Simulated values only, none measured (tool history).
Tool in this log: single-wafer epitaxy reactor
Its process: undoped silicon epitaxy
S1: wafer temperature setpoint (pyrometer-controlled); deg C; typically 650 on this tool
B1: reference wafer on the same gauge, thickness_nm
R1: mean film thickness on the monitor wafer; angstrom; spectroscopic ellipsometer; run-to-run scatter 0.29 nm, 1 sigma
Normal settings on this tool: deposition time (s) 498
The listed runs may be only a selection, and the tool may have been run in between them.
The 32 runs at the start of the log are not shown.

run 33 hour=2447.3 | S1=642 deposition_time_(s)=465 | B1=87.698 | R1=624.26
run 34 hour=2493.9 | S1=650 deposition_time_(s)=498 | B1=87.663 | R1=789.9
run 35 hour=2594.7 | S1=654 deposition_time_(s)=460 | B1=87.792 | R1=792.28
run 36 hour=2683 | S1=664 deposition_time_(s)=573 | B1=87.75 | R1=1234.49
run 37 hour=2733.6 | S1=650 deposition_time_(s)=498 | B1=87.62 | R1=795.05
run 38 hour=2778.2 | S1=638 deposition_time_(s)=535 | B1=87.653 | R1=653.73
run 39 hour=2867.6 | S1=650 deposition_time_(s)=498 | B1=87.685 | R1=796.34
run 40 hour=2967 | S1=642 deposition_time_(s)=597 | B1=87.682 | R1=793.62
run 41 hour=3073.4 | S1=637 deposition_time_(s)=551 | B1=87.766 | R1=653.31
run 42 hour=3173.3 | S1=664 deposition_time_(s)=416 | B1=87.744 | R1=882.12
run 43 hour=3215.4 | S1=636 deposition_time_(s)=573 | B1=87.725 | R1=663.89
run 44 hour=3263.6 | S1=650 deposition_time_(s)=498 | B1=87.61 | R1=780.42
run 45 hour=3318.2 | S1=639 deposition_time_(s)=498 | B1=87.672 | R1=615.54
run 46 hour=3362.8 | S1=637 deposition_time_(s)=402 | B1=87.63 | R1=475.91
run 47 hour=3468.6 | S1=650 deposition_time_(s)=498 | B1=87.723 | R1=784.39

Below are 3 alternative next runs, each starting from the tool's condition after run 47. Predict each:
run A hour=3469.1 | S1=650 deposition_time_(s)=498 | B1=? | R1=?
run B hour=3469.1 | S1=661 deposition_time_(s)=414 | B1=? | R1=?
run C hour=3469.1 | S1=654 deposition_time_(s)=498 | B1=? | R1=?

run=A B1=87.63 R1=779.21
run=B B1=87.63 R1=820.16
run=C B1=87.63 R1=849.57
What these runs would have given with no unlogged condition in the tool:
run=A R1=798.59
run=B R1=840.08
run=C R1=870.52
